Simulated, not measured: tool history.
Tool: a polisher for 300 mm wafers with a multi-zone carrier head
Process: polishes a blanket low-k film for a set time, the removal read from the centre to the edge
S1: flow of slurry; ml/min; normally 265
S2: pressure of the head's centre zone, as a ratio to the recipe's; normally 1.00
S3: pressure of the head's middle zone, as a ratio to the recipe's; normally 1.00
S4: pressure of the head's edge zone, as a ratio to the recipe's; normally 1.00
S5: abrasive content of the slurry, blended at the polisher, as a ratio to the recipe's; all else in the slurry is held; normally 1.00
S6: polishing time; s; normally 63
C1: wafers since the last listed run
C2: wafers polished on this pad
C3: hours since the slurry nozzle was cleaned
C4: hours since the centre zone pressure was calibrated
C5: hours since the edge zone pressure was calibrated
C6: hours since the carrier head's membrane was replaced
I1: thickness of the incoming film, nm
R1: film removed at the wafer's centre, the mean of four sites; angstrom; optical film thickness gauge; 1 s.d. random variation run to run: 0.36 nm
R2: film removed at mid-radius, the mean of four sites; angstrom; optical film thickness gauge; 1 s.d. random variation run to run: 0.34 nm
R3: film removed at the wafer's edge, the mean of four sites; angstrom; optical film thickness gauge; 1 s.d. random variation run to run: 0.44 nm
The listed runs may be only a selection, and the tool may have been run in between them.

{"run": 1, "hour": 0.0, "S1": 265, "S2": 1.0, "S3": 1.0, "S4": 0.96, "S5": 1.0, "S6": 63, "C1": 0, "C2": 1674, "C3": 231.2, "C4": 1142.7, "C5": 562.0, "C6": 577.0, "I1": 361.6, "R1": 315, "R2": 294, "R3": 292}
{"run": 2, "hour": 50.4, "S1": 265, "S2": 1.0, "S3": 1.0, "S4": 1.07, "S5": 1.0, "S6": 63, "C1": 502, "C2": 2176, "C3": 281.6, "C4": 1193.1, "C5": 612.4, "C6": 627.4, "I1": 355.5, "R1": 325, "R2": 293, "R3": 304}
{"hour": 71.7, "done": "centre zone pressure recalibrated"}
{"run": 3, "hour": 90.4, "S1": 265, "S2": 1.0, "S3": 1.0, "S4": 1.0, "S5": 1.0, "S6": 63, "C1": 378, "C2": 2554, "C3": 321.6, "C4": 18.7, "C5": 652.4, "C6": 667.4, "I1": 360.4, "R1": 289, "R2": 293, "R3": 294}
{"run": 4, "hour": 140.6, "S1": 265, "S2": 1.1, "S3": 1.04, "S4": 1.0, "S5": 1.0, "S6": 63, "C1": 500, "C2": 3055, "C3": 371.8, "C4": 68.9, "C5": 702.6, "C6": 717.6, "I1": 362.5, "R1": 317, "R2": 302, "R3": 298}
{"run": 5, "hour": 244.9, "S1": 330, "S2": 1.0, "S3": 1.06, "S4": 1.0, "S5": 1.0, "S6": 54, "C1": 1039, "C2": 4094, "C3": 476.1, "C4": 173.2, "C5": 806.9, "C6": 821.9, "I1": 360.4, "R1": 247, "R2": 267, "R3": 257}
{"run": 6, "hour": 330.4, "S1": 265, "S2": 0.89, "S3": 0.92, "S4": 1.0, "S5": 1.1, "S6": 81, "C1": 852, "C2": 4946, "C3": 561.6, "C4": 258.7, "C5": 892.4, "C6": 907.4, "I1": 363.0, "R1": 351, "R2": 386, "R3": 401}
{"run": 7, "hour": 412.8, "S1": 265, "S2": 1.0, "S3": 0.96, "S4": 1.0, "S5": 1.0, "S6": 63, "C1": 821, "C2": 5767, "C3": 644.0, "C4": 341.1, "C5": 974.8, "C6": 989.8, "I1": 355.3, "R1": 295, "R2": 284, "R3": 293}
{"run": 8, "hour": 490.3, "S1": 265, "S2": 1.0, "S3": 1.0, "S4": 1.0, "S5": 1.0, "S6": 46, "C1": 772, "C2": 6539, "C3": 721.5, "C4": 418.6, "C5": 1052.3, "C6": 1067.3, "I1": 366.5, "R1": 216, "R2": 217, "R3": 214}
{"hour": 505.1, "done": "slurry nozzle cleaned"}
{"hour": 513.1, "done": "worn pad replaced by a new one"}
{"run": 9, "hour": 548.5, "S1": 265, "S2": 1.0, "S3": 1.0, "S4": 1.0, "S5": 1.0, "S6": 63, "C1": 530, "C2": 352, "C3": 43.4, "C4": 476.8, "C5": 1110.5, "C6": 1125.5, "I1": 364.5, "R1": 296, "R2": 290, "R3": 290}
{"run": 10, "hour": 629.2, "S1": 195, "S2": 1.0, "S3": 1.0, "S4": 1.0, "S5": 1.0, "S6": 63, "C1": 804, "C2": 1156, "C3": 124.1, "C4": 557.5, "C5": 1191.2, "C6": 1206.2, "I1": 358.6, "R1": 294, "R2": 287, "R3": 292}
{"hour": 637.9, "done": "edge zone pressure recalibrated"}
{"run": 11, "hour": 725.6, "S1": 265, "S2": 1.0, "S3": 1.0, "S4": 1.0, "S5": 1.0, "S6": 79, "C1": 940, "C2": 2097, "C3": 220.5, "C4": 653.9, "C5": 87.7, "C6": 1302.6, "I1": 360.8, "R1": 373, "R2": 364, "R3": 383}
{"run": 12, "hour": 769.5, "S1": 350, "S2": 1.0, "S3": 1.0, "S4": 1.0, "S5": 1.1, "S6": 76, "C1": 437, "C2": 2535, "C3": 264.4, "C4": 697.8, "C5": 131.6, "C6": 1346.5, "I1": 360.3, "R1": 388, "R2": 382, "R3": 376}
{"run": 13, "hour": 1065.5, "S1": 215, "S2": 1.0, "S3": 1.0, "S4": 1.0, "S5": 1.15, "S6": 44, "C1": 2949, "C2": 5484, "C3": 560.4, "C4": 993.8, "C5": 427.6, "C6": 1642.5, "I1": 356.8, "R1": 236, "R2": 219, "R3": 216}
{"run": 14, "hour": 1115.8, "S1": 265, "S2": 1.0, "S3": 1.0, "S4": 1.04, "S5": 1.0, "S6": 63, "C1": 501, "C2": 5985, "C3": 610.7, "C4": 1044.1, "C5": 477.9, "C6": 1692.8, "I1": 362.0, "R1": 322, "R2": 289, "R3": 298}
{"hour": 1134.9, "done": "carrier head's membrane replaced by a new one"}
{"hour": 1162.2, "done": "centre zone pressure recalibrated"}
{"hour": 1251.7, "done": "slurry nozzle cleaned"}
{"hour": 1346.3, "done": "worn pad replaced by a new one"}
{"run": 15, "hour": 1405.2, "S1": 265, "S2": 1.0, "S3": 1.0, "S4": 1.0, "S5": 1.0, "S6": 48, "C1": 2764, "C2": 586, "C3": 153.5, "C4": 243.0, "C5": 767.3, "C6": 270.3, "I1": 352.6, "R1": 221, "R2": 227, "R3": 228}
{"run": 16, "hour": 1482.2, "S1": 340, "S2": 1.0, "S3": 1.0, "S4": 0.96, "S5": 1.0, "S6": 63, "C1": 767, "C2": 1354, "C3": 230.5, "C4": 320.0, "C5": 844.3, "C6": 347.3, "I1": 358.2, "R1": 296, "R2": 298, "R3": 300}
{"run": 17, "hour": 1534.7, "S1": 265, "S2": 1.11, "S3": 1.0, "S4": 1.0, "S5": 1.0, "S6": 45, "C1": 523, "C2": 1877, "C3": 283.0, "C4": 372.5, "C5": 896.8, "C6": 399.8, "I1": 358.7, "R1": 230, "R2": 203, "R3": 209}
{"run": 18, "hour": 1632.6, "S1": 265, "S2": 0.95, "S3": 1.0, "S4": 1.0, "S5": 1.0, "S6": 45, "C1": 975, "C2": 2852, "C3": 380.9, "C4": 470.4, "C5": 994.7, "C6": 497.7, "I1": 361.8, "R1": 198, "R2": 207, "R3": 210}
{"hour": 1657.3, "done": "edge zone pressure recalibrated"}
{"run": 19, "hour": 1704.9, "S1": 265, "S2": 1.06, "S3": 1.0, "S4": 1.0, "S5": 1.0, "S6": 63, "C1": 700, "C2": 3553, "C3": 453.2, "C4": 542.7, "C5": 47.6, "C6": 570.0, "I1": 357.8, "R1": 316, "R2": 292, "R3": 298}
{"run": 20, "hour": 1802.0, "S1": 265, "S2": 1.0, "S3": 1.0, "S4": 1.0, "S5": 1.0, "S6": 63, "C1": 967, "C2": 4520, "C3": 550.3, "C4": 639.8, "C5": 144.7, "C6": 667.1, "I1": 351.5, "R1": 299, "R2": 298, "R3": 290}
{"run": 21, "hour": 1910.0, "S1": 265, "S2": 1.0, "S3": 1.0, "S4": 1.0, "S5": 1.3, "S6": 83, "C1": 1076, "C2": 5597, "C3": 658.3, "C4": 747.8, "C5": 252.7, "C6": 775.1, "I1": 359.9, "R1": 453, "R2": 438, "R3": 441}

Forecast each of these 4 alternatives for the next run:
{"run": "A", "hour": 1910.4, "S1": 265, "S2": 1.0, "S3": 1.0, "S4": 1.0, "S5": 1.0, "S6": 51, "C1": 3, "C2": 5601, "C3": 658.7, "C4": 748.2, "C5": 253.1, "C6": 775.5, "I1": 357.7, "R1": "?", "R2": "?", "R3": "?"}
{"run": "B", "hour": 1910.4, "S1": 265, "S2": 1.0, "S3": 1.1, "S4": 1.04, "S5": 1.0, "S6": 63, "C1": 3, "C2": 5601, "C3": 658.7, "C4": 748.2, "C5": 253.1, "C6": 775.5, "I1": 357.7, "R1": "?", "R2": "?", "R3": "?"}
{"run": "C", "hour": 1910.4, "S1": 265, "S2": 1.0, "S3": 1.0, "S4": 1.03, "S5": 1.0, "S6": 63, "C1": 3, "C2": 5601, "C3": 658.7, "C4": 748.2, "C5": 253.1, "C6": 775.5, "I1": 357.7, "R1": "?", "R2": "?", "R3": "?"}
{"run": "D", "hour": 1910.4, "S1": 355, "S2": 1.0, "S3": 1.0, "S4": 1.0, "S5": 1.0, "S6": 63, "C1": 3, "C2": 5601, "C3": 658.7, "C4": 748.2, "C5": 253.1, "C6": 775.5, "I1": 357.7, "R1": "?", "R2": "?", "R3": "?"}

run=A R1=243 R2=239 R3=242
run=B R1=300 R2=311 R3=305
run=C R1=300 R2=296 R3=304
run=D R1=306 R2=301 R3=304
With no hidden state in the tool, these same runs would have given:
run=A R1=232 R2=239 R3=242
run=B R1=287 R2=311 R3=305
run=C R1=287 R2=296 R3=304
run=D R1=293 R2=301 R3=304

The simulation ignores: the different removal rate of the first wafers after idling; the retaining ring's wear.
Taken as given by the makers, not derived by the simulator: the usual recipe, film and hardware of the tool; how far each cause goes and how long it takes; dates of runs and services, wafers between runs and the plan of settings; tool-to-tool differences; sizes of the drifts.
